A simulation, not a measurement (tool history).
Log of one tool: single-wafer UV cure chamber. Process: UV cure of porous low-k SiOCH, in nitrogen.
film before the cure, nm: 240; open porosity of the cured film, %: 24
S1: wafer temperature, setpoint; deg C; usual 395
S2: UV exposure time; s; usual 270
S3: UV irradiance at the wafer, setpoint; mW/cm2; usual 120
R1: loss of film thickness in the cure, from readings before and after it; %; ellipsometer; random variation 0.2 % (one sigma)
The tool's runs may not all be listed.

{"run": 1, "hour": 0.0, "S1": 390, "S2": 270, "S3": 120, "R1": 13.722}
{"run": 2, "hour": 23.7, "S1": 390, "S2": 270, "S3": 120, "R1": 13.379}
{"run": 3, "hour": 40.2, "S1": 395, "S2": 270, "S3": 92, "R1": 12.187}
{"run": 4, "hour": 86.4, "S1": 395, "S2": 270, "S3": 120, "R1": 13.511}
{"run": 5, "hour": 115.1, "S1": 395, "S2": 270, "S3": 120, "R1": 13.531}
{"run": 6, "hour": 130.1, "S1": 380, "S2": 270, "S3": 120, "R1": 13.278}
{"run": 7, "hour": 150.7, "S1": 380, "S2": 270, "S3": 120, "R1": 12.895}
{"run": 8, "hour": 178.1, "S1": 395, "S2": 270, "S3": 120, "R1": 13.323}
{"run": 9, "hour": 205.8, "S1": 410, "S2": 220, "S3": 132, "R1": 14.106}
{"run": 10, "hour": 228.1, "S1": 395, "S2": 160, "S3": 134, "R1": 12.394}
{"run": 11, "hour": 242.2, "S1": 386, "S2": 185, "S3": 88, "R1": 11.107}
{"run": 12, "hour": 266.8, "S1": 395, "S2": 270, "S3": 90, "R1": 12.561}
{"run": 13, "hour": 286.9, "S1": 395, "S2": 270, "S3": 84, "R1": 12.303}
{"run": 14, "hour": 315.7, "S1": 395, "S2": 270, "S3": 120, "R1": 13.564}
{"run": 15, "hour": 332.2, "S1": 410, "S2": 115, "S3": 153, "R1": 11.222}
{"run": 16, "hour": 346.9, "S1": 395, "S2": 270, "S3": 120, "R1": 13.824}
{"run": 17, "hour": 362.8, "S1": 380, "S2": 270, "S3": 120, "R1": 13.638}

Taken out of this log: 2 entries between the listed runs. Where each belongs, and how the hidden state differs across it:
Between runs 8 and 9: quartz window cleaned (hour 205.3)
  transmission lost against a clean window, %: 21.8 -> 0.515
  measured less the result without the state, R1: -1.202 -> -0.025 %
Between runs 10 and 11: UV bulbs replaced (hour 241.1)
  transmission lost against a clean window, %: 3.67 -> 5.42
  measured less the result without the state, R1: -0.178 -> -0.263 %
